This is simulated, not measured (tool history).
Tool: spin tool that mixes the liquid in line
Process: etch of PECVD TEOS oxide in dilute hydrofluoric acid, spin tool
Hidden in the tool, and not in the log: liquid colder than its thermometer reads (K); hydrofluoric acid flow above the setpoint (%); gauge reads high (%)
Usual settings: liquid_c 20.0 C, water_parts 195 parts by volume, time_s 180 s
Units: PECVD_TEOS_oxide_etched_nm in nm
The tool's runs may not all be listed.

| run | hour | liquid_c | water_parts | time_s | wafers since the last listed run | hours since the thermometer was replaced | hours since the hydrofluoric acid flow meter was replaced | hours since the gauge calibration | read-back film thickness of the PECVD TEOS oxide reference wafer, read on the same gauge (nm) | PECVD_TEOS_oxide_etched_nm |
|---|---|---|---|---|---|---|---|---|---|---|
| 1 | 0.0 | 20.0 | 195 | 180 | 0 | 1049.9 | 1007.1 | 191.5 | 150.01 | 11.04 |
| 2 | 44.7 | 20.0 | 195 | 180 | 190 | 1094.6 | 1051.8 | 236.2 | 149.99 | 11.03 |
|  | 84.3 | thermometer replaced |
| 3 | 98.4 | 20.0 | 195 | 180 | 224 | 14.1 | 1105.5 | 289.9 | 150.01 | 11.12 |
| 4 | 169.1 | 20.0 | 195 | 180 | 300 | 84.8 | 1176.2 | 360.6 | 150.00 | 11.09 |
| 5 | 336.4 | 24.0 | 195 | 180 | 711 | 252.1 | 1343.5 | 527.9 | 149.98 | 13.06 |
| 6 | 385.7 | 17.0 | 255 | 180 | 209 | 301.4 | 1392.8 | 577.2 | 150.02 | 7.22 |
| 7 | 449.1 | 17.0 | 255 | 180 | 269 | 364.8 | 1456.2 | 640.6 | 150.00 | 7.16 |
| 8 | 490.2 | 17.0 | 255 | 180 | 174 | 405.9 | 1497.3 | 681.7 | 150.00 | 7.22 |
| 9 | 556.0 | 20.0 | 195 | 180 | 279 | 471.7 | 1563.1 | 747.5 | 150.02 | 11.31 |
| 10 | 627.4 | 17.0 | 230 | 180 | 303 | 543.1 | 1634.5 | 818.9 | 149.96 | 8.22 |
| 11 | 687.2 | 22.5 | 255 | 180 | 254 | 602.9 | 1694.3 | 878.7 | 149.99 | 8.89 |
| 12 | 751.6 | 20.0 | 195 | 90 | 273 | 667.3 | 1758.7 | 943.1 | 149.98 | 5.67 |
| 13 | 785.1 | 20.0 | 195 | 180 | 142 | 700.8 | 1792.2 | 976.6 | 150.02 | 11.21 |
| 14 | 865.8 | 22.5 | 195 | 180 | 343 | 781.5 | 1872.9 | 1057.3 | 150.02 | 12.49 |
| 15 | 920.6 | 22.5 | 135 | 265 | 232 | 836.3 | 1927.7 | 1112.1 | 150.01 | 28.17 |
|  | 949.3 | hydrofluoric acid flow meter replaced |
| 16 | 968.9 | 24.0 | 105 | 135 | 201 | 884.6 | 19.6 | 1160.4 | 149.98 | 19.53 |
|  | 985.9 | thermometer replaced |
| 17 | 1001.8 | 20.0 | 120 | 180 | 135 | 15.9 | 52.5 | 1193.3 | 150.00 | 19.06 |
| 18 | 1037.3 | 25.0 | 275 | 95 | 150 | 51.4 | 88.0 | 1228.8 | 150.01 | 4.53 |
| 19 | 1071.0 | 20.0 | 195 | 180 | 143 | 85.1 | 121.7 | 1262.5 | 150.00 | 10.85 |
| 20 | 1121.8 | 20.0 | 195 | 145 | 215 | 135.9 | 172.5 | 1313.3 | 150.01 | 8.76 |
| 21 | 1170.1 | 24.0 | 115 | 150 | 205 | 184.2 | 220.8 | 1361.6 | 149.98 | 19.65 |
| 22 | 1207.6 | 17.5 | 290 | 255 | 159 | 221.7 | 258.3 | 1399.1 | 150.01 | 8.61 |
|  | 1257.5 | gauge calibrated |
| 23 | 1271.2 | 20.0 | 195 | 180 | 270 | 285.3 | 321.9 | 13.7 | 150.00 | 11.00 |
| 24 | 1322.1 | 18.5 | 260 | 180 | 216 | 336.2 | 372.8 | 64.6 | 149.99 | 7.27 |
| 25 | 1370.5 | 20.0 | 195 | 120 | 205 | 384.6 | 421.2 | 113.0 | 150.00 | 7.27 |
| 26 | 1409.6 | 20.0 | 280 | 215 | 166 | 423.7 | 460.3 | 152.1 | 150.01 | 8.44 |
| 27 | 1476.3 | 24.5 | 195 | 180 | 283 | 490.4 | 527.0 | 218.8 | 149.98 | 13.08 |
| 28 | 1519.9 | 20.0 | 195 | 180 | 185 | 534.0 | 570.6 | 262.4 | 150.02 | 11.03 |
| 29 | 1578.9 | 20.0 | 280 | 180 | 250 | 593.0 | 629.6 | 321.4 | 149.97 | 7.07 |
| 30 | 1642.3 | 20.0 | 195 | 180 | 269 | 656.4 | 693.0 | 384.8 | 149.97 | 11.11 |
| 31 | 1674.4 | 20.0 | 195 | 180 | 136 | 688.5 | 725.1 | 416.9 | 149.99 | 11.11 |
| 32 | 1703.2 | 20.0 | 195 | 180 | 122 | 717.3 | 753.9 | 445.7 | 150.00 | 11.07 |

The tool's hidden state at each run:
liquid colder than its thermometer reads (K): 0 in every run
gauge reads high (%): 0 in every run
H1: hydrofluoric acid flow above the setpoint (%)
| run | H1 |
|---|---|
| 1 | 2.27 |
| 2 | 2.35 |
| 3 | 2.45 |
| 4 | 2.59 |
| 5 | 2.9 |
| 6 | 2.99 |
| 7 | 3.11 |
| 8 | 3.19 |
| 9 | 3.31 |
| 10 | 3.44 |
| 11 | 3.55 |
| 12 | 3.68 |
| 13 | 3.74 |
| 14 | 3.89 |
| 15 | 3.99 |
| 16 | 0.692 |
| 17 | 0.753 |
| 18 | 0.82 |
| 19 | 0.883 |
| 20 | 0.978 |
| 21 | 1.07 |
| 22 | 1.14 |
| 23 | 1.26 |
| 24 | 1.35 |
| 25 | 1.44 |
| 26 | 1.52 |
| 27 | 1.64 |
| 28 | 1.72 |
| 29 | 1.83 |
| 30 | 1.95 |
| 31 | 2.01 |
| 32 | 2.06 |
